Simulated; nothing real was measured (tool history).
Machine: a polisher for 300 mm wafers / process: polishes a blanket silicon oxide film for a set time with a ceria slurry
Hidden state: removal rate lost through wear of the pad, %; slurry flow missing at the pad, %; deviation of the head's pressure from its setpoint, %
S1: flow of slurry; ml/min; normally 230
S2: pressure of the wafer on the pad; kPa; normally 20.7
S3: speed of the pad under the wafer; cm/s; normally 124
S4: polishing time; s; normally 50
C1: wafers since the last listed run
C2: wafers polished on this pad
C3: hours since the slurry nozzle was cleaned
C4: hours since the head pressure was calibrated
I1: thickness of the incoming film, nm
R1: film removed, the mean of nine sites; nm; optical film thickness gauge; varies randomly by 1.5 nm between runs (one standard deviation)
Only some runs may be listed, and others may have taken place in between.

| run | hour | S1 | S2 | S3 | S4 | C1 | C2 | C3 | C4 | I1 | R1 |
|---|---|---|---|---|---|---|---|---|---|---|---|
| 1 | 0.0 | 250 | 20.7 | 124 | 46 | 0 | 1454 | 120.8 | 334.2 | 1814.3 | 225.3 |
| 2 | 47.5 | 250 | 20.7 | 124 | 46 | 591 | 2046 | 168.3 | 381.7 | 1765.2 | 225.3 |
| 3 | 109.9 | 230 | 20.7 | 124 | 50 | 777 | 2824 | 230.7 | 444.1 | 1789.6 | 236.8 |
|  | 142.4 | worn pad replaced by a new one |
|  | 150.8 | slurry nozzle cleaned |
| 4 | 177.7 | 230 | 20.7 | 124 | 50 | 782 | 427 | 26.9 | 511.9 | 1795.0 | 249.0 |
| 5 | 259.9 | 285 | 24.1 | 124 | 50 | 1024 | 1451 | 109.1 | 594.1 | 1782.3 | 288.9 |
| 6 | 321.2 | 285 | 24.1 | 124 | 50 | 763 | 2215 | 170.4 | 655.4 | 1815.9 | 287.4 |
| 7 | 394.3 | 230 | 20.7 | 124 | 50 | 910 | 3125 | 243.5 | 728.5 | 1801.7 | 241.2 |
|  | 400.5 | slurry nozzle cleaned |
|  | 461.3 | worn pad replaced by a new one |
| 8 | 482.2 | 230 | 20.7 | 124 | 50 | 1032 | 260 | 81.7 | 816.4 | 1822.0 | 254.1 |
| 9 | 564.6 | 230 | 20.7 | 124 | 50 | 1026 | 1286 | 164.1 | 898.8 | 1774.8 | 252.2 |
|  | 619.9 | head pressure recalibrated |
|  | 652.1 | slurry nozzle cleaned |
|  | 769.7 | worn pad replaced by a new one |
| 10 | 862.5 | 285 | 22.8 | 124 | 45 | 3624 | 1155 | 210.4 | 242.6 | 1784.9 | 239.0 |
| 11 | 934.2 | 165 | 20.7 | 160 | 50 | 893 | 2049 | 282.1 | 314.3 | 1779.8 | 294.9 |
|  | 979.0 | slurry nozzle cleaned |
| 12 | 979.5 | 155 | 26.9 | 110 | 58 | 551 | 2600 | 0.5 | 359.6 | 1826.0 | 294.2 |
|  | 1015.7 | worn pad replaced by a new one |
| 13 | 1085.0 | 200 | 20.7 | 124 | 50 | 1264 | 863 | 106.0 | 465.1 | 1764.1 | 241.1 |

The next listed run, before its measurement:
| 14 | 1185.9 | 205 | 20.7 | 96 | 50 | 1257 | 2120 | 206.9 | 566.0 | 1808.9 | ? |

{"run 14": {"R1": 184.0}}
Without the tool's hidden state the same run would have given R1 184.9 nm.

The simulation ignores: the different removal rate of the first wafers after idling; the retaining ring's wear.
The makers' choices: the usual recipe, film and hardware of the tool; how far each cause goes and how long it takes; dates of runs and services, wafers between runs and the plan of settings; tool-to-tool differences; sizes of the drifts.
